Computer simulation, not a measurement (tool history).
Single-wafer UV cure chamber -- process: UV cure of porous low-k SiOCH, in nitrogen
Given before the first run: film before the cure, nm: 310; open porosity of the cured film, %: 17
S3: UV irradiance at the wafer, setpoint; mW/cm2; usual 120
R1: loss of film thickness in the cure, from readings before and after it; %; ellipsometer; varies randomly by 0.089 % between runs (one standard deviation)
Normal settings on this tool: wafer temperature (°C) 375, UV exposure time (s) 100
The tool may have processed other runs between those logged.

Run 1, hour 0: usual settings but wafer temperature (°C) 381. Result: R1 8.623 %.
At hour 140.5: quartz window cleaned.
Run 2, hour 317.1: usual settings but wafer temperature (°C) 364, S3 149 mW/cm2. Result: R1 8.979 %.
At hour 348.4: quartz window cleaned.
Run 3, hour 381: usual settings but wafer temperature (°C) 364, S3 149 mW/cm2. Result: R1 8.747 %.
Run 4, hour 418.2: usual settings but wafer temperature (°C) 364, S3 149 mW/cm2. Result: R1 8.883 %.
Run 5, hour 459.4: usual settings but wafer temperature (°C) 385, UV exposure time (s) 80. Result: R1 7.157 %.
Run 6, hour 498.2: usual settings but wafer temperature (°C) 385, UV exposure time (s) 80. Result: R1 7.178 %.
Run 7, hour 549.2: usual settings but wafer temperature (°C) 385, UV exposure time (s) 80. Result: R1 7.174 %.
Run 8, hour 598.9: usual settings. Result: R1 7.905 %.
At hour 608: quartz window cleaned.
Run 9, hour 698.9: usual settings but UV exposure time (s) 45. Result: R1 4.603 %.
Run 10, hour 742.3: usual settings but wafer temperature (°C) 394, UV exposure time (s) 75, S3 90 mW/cm2. Result: R1 5.537 %.
At hour 800.3: UV bulbs replaced.
Run 11, hour 826.1: usual settings. Result: R1 8.937 %.
At hour 852.2: quartz window cleaned.
Run 12, hour 921: usual settings but wafer temperature (°C) 384, S3 157 mW/cm2. Result: R1 10.311 %.
Run 13, hour 973.5: usual settings but wafer temperature (°C) 357, UV exposure time (s) 80, S3 138 mW/cm2. Result: R1 8.204 %.
Run 14, hour 1045.6: usual settings. Result: R1 8.893 %.
Run 15, hour 1095.5: usual settings but S3 92 mW/cm2. Result: R1 7.714 %.
At hour 1107.2: quartz window cleaned.
Run 16, hour 1144.6: usual settings but wafer temperature (°C) 369, UV exposure time (s) 160, S3 138 mW/cm2. Result: R1 11.61 %.
Run 17, hour 1203.9: usual settings but wafer temperature (°C) 357, UV exposure time (s) 60. Result: R1 6.309 %.

Forecast each of these 4 alternatives for the next run:
Run A, hour 1204.4: usual settings. Result: R1 ?.
Run B, hour 1204.4: usual settings but wafer temperature (°C) 388, S3 92 mW/cm2. Result: R1 ?.
Run C, hour 1204.4: usual settings but wafer temperature (°C) 390, UV exposure time (s) 60, S3 144 mW/cm2. Result: R1 ?.
Run D, hour 1204.4: usual settings but S3 140 mW/cm2. Result: R1 ?.

run     R1
  A  8.737
  B  7.808
  C  7.574
  D  9.428
Without the tool's hidden state the same runs would have given:
run     R1
  A  8.872
  B  7.938
  C  7.703
  D  9.565
